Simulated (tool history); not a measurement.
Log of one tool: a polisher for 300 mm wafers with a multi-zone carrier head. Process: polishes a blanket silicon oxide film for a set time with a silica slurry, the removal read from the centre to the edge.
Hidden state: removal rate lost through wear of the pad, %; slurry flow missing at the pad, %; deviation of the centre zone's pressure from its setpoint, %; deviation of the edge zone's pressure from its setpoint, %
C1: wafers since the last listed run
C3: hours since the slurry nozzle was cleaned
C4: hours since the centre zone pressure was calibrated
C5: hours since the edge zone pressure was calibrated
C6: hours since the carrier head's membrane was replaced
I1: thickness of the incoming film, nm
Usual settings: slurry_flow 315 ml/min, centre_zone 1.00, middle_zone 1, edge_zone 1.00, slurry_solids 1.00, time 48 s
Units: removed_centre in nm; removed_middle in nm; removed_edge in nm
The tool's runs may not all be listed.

run 1 day=0.000 | slurry_flow=315 centre_zone=1.00 middle_zone=1 edge_zone=1.00 slurry_solids=1.00 time=48 | C1=0 wafers_polished_on_this_pad=1102 C3=644.3 C4=601.0 C5=106.3 C6=565.0 | I1=837.2 | removed_centre=180.8 removed_middle=180.7 removed_edge=179.4
-- day=1.946 slurry nozzle cleaned
-- day=2.262 centre zone pressure recalibrated
run 2 day=3.267 | slurry_flow=315 centre_zone=1.00 middle_zone=1 edge_zone=1.00 slurry_solids=1.00 time=48 | C1=798 wafers_polished_on_this_pad=1900 C3=31.7 C4=24.1 C5=184.7 C6=643.4 | I1=842.4 | removed_centre=175.2 removed_middle=176.1 removed_edge=180.3
run 3 day=6.679 | slurry_flow=315 centre_zone=1.00 middle_zone=1 edge_zone=1.00 slurry_solids=1.00 time=48 | C1=867 wafers_polished_on_this_pad=2767 C3=113.6 C4=106.0 C5=266.6 C6=725.3 | I1=824.5 | removed_centre=177.8 removed_middle=174.5 removed_edge=176.7
-- day=7.671 worn pad replaced by a new one
-- day=8.629 edge zone pressure recalibrated
run 4 day=8.983 | slurry_flow=315 centre_zone=1.05 middle_zone=1 edge_zone=1.00 slurry_solids=1.15 time=48 | C1=521 wafers_polished_on_this_pad=311 C3=168.9 C4=161.3 C5=8.5 C6=780.6 | I1=830.3 | removed_centre=198.4 removed_middle=192.2 removed_edge=191.1
run 5 day=11.333 | slurry_flow=315 centre_zone=1.00 middle_zone=1 edge_zone=0.93 slurry_solids=1.00 time=48 | C1=597 wafers_polished_on_this_pad=909 C3=225.3 C4=217.7 C5=64.9 C6=837.0 | I1=842.2 | removed_centre=177.7 removed_middle=175.9 removed_edge=171.7
run 6 day=13.846 | slurry_flow=315 centre_zone=1.00 middle_zone=1 edge_zone=0.93 slurry_solids=1.00 time=48 | C1=638 wafers_polished_on_this_pad=1547 C3=285.6 C4=278.0 C5=125.2 C6=897.3 | I1=829.5 | removed_centre=180.1 removed_middle=176.7 removed_edge=172.3
run 7 day=17.342 | slurry_flow=315 centre_zone=1.00 middle_zone=1 edge_zone=1.00 slurry_solids=1.00 time=48 | C1=888 wafers_polished_on_this_pad=2435 C3=369.5 C4=361.9 C5=209.1 C6=981.2 | I1=834.7 | removed_centre=176.8 removed_middle=170.1 removed_edge=176.4
-- day=19.154 worn pad replaced by a new one
-- day=19.879 carrier head's membrane replaced by a new one
run 8 day=20.383 | slurry_flow=315 centre_zone=1.00 middle_zone=1 edge_zone=1.00 slurry_solids=1.00 time=48 | C1=677 wafers_polished_on_this_pad=259 C3=442.5 C4=434.9 C5=282.1 C6=12.1 | I1=825.6 | removed_centre=169.7 removed_middle=166.1 removed_edge=165.3
-- day=21.450 edge zone pressure recalibrated
run 9 day=23.775 | slurry_flow=315 centre_zone=1.00 middle_zone=1 edge_zone=1.00 slurry_solids=1.00 time=48 | C1=840 wafers_polished_on_this_pad=1099 C3=523.9 C4=516.3 C5=55.8 C6=93.5 | I1=834.8 | removed_centre=164.7 removed_middle=161.3 removed_edge=164.9
run 10 day=26.108 | slurry_flow=315 centre_zone=1.00 middle_zone=1 edge_zone=1.00 slurry_solids=1.00 time=48 | C1=592 wafers_polished_on_this_pad=1692 C3=579.9 C4=572.3 C5=111.8 C6=149.5 | I1=823.6 | removed_centre=161.6 removed_middle=162.5 removed_edge=161.1
-- day=28.046 worn pad replaced by a new one, repeated, since the last time left the tool worse
run 11 day=28.067 | slurry_flow=315 centre_zone=1.00 middle_zone=1 edge_zone=0.93 slurry_solids=1.00 time=48 | C1=455 wafers_polished_on_this_pad=5 C3=626.9 C4=619.3 C5=158.8 C6=196.5 | I1=816.7 | removed_centre=188.5 removed_middle=180.9 removed_edge=181.6
run 12 day=29.662 | slurry_flow=315 centre_zone=0.97 middle_zone=1 edge_zone=1.00 slurry_solids=1.00 time=48 | C1=405 wafers_polished_on_this_pad=410 C3=665.2 C4=657.6 C5=197.1 C6=234.8 | I1=813.7 | removed_centre=176.6 removed_middle=176.9 removed_edge=182.5
-- day=30.429 slurry nozzle cleaned
run 13 day=31.788 | slurry_flow=280 centre_zone=1.00 middle_zone=1 edge_zone=1.00 slurry_solids=1.00 time=48 | C1=529 wafers_polished_on_this_pad=940 C3=32.6 C4=708.6 C5=248.1 C6=285.8 | I1=837.2 | removed_centre=174.2 removed_middle=173.0 removed_edge=175.5
-- day=33.750 edge zone pressure recalibrated
-- day=33.754 centre zone pressure recalibrated
run 14 day=34.492 | slurry_flow=315 centre_zone=1.00 middle_zone=1 edge_zone=1.00 slurry_solids=1.00 time=48 | C1=665 wafers_polished_on_this_pad=1605 C3=97.5 C4=17.7 C5=17.8 C6=350.7 | I1=842.3 | removed_centre=179.2 removed_middle=175.3 removed_edge=177.4
run 15 day=36.525 | slurry_flow=315 centre_zone=1.00 middle_zone=1 edge_zone=1.00 slurry_solids=1.00 time=48 | C1=516 wafers_polished_on_this_pad=2122 C3=146.3 C4=66.5 C5=66.6 C6=399.5 | I1=833.0 | removed_centre=178.2 removed_middle=178.9 removed_edge=176.7
-- day=38.812 worn pad replaced by a new one
run 16 day=39.350 | slurry_flow=315 centre_zone=1.00 middle_zone=1 edge_zone=1.10 slurry_solids=1.00 time=65 | C1=675 wafers_polished_on_this_pad=136 C3=214.1 C4=134.3 C5=134.4 C6=467.3 | I1=843.1 | removed_centre=255.3 removed_middle=249.5 removed_edge=263.3

Run 17 comes next. What will it give?
run 17 day=43.283 | slurry_flow=315 centre_zone=1.07 middle_zone=1 edge_zone=1.00 slurry_solids=1.00 time=48 | C1=999 wafers_polished_on_this_pad=1136 C3=308.5 C4=228.7 C5=228.8 C6=561.7 | I1=841.0 | removed_centre=? removed_middle=? removed_edge=?

removed_centre: 190.5 nm
removed_middle: 178.0 nm
removed_edge: 177.9 nm
Without the tool's hidden state the same run would have given removed_centre 197.8 nm, removed_middle 184.7 nm, removed_edge 184.6 nm.
